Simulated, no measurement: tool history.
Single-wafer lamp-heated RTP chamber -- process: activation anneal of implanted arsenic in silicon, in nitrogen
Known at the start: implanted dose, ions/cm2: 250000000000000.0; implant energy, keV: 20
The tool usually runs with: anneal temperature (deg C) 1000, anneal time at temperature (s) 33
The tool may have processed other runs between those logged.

run   hour  anneal temperature (deg C)  anneal time at temperature (s)  wafers since the last listed run  wafers since the last pyrometer calibration  wafers since the reflector plate was cleaned  hours since the gauge calibration  read-back reference wafer on the same gauge, sheet resistance  sheet resistance of the implanted and annealed layer (ohm/square)
  1    0.0                         984                              23                                 0                                         2619                                          5667                               81.5                                                         397.13                                                             334.23
  2   20.7                         984                              23                               161                                         2780                                          5829                              102.2                                                         396.77                                                             335.04
  3   52.1                         984                              23                               244                                         3025                                          6074                              133.6                                                         396.80                                                             334.57
  4   75.2                        1000                              33                               180                                         3206                                          6254                              156.7                                                         396.51                                                             331.24
  5  101.1                        1000                              33                               202                                         3408                                          6456                              182.6                                                         395.87                                                             331.16
  6  116.7                        1000                              33                               121                                         3529                                          6578                              198.2                                                         395.47                                                             331.61
  7  146.6                        1000                              33                               233                                         3762                                          6811                              228.1                                                         395.04                                                             330.25
  8  177.9                        1000                              33                               244                                         4007                                          7055                              259.4                                                         394.14                                                             328.24

Run 9 is up next; what results do you expect?
     194.9  -- gauge calibrated
  9  209.7                        1000                              40                               248                                         4255                                          7303                               14.8                                                              ?                                                                  ?

{"run 9": {"read-back reference wafer on the same gauge, sheet resistance": 397.5, "sheet resistance of the implanted and annealed layer (ohm/square)": 330.73}}
With no hidden state in the tool, this same run would have given sheet resistance of the implanted and annealed layer (ohm/square) 330.28.
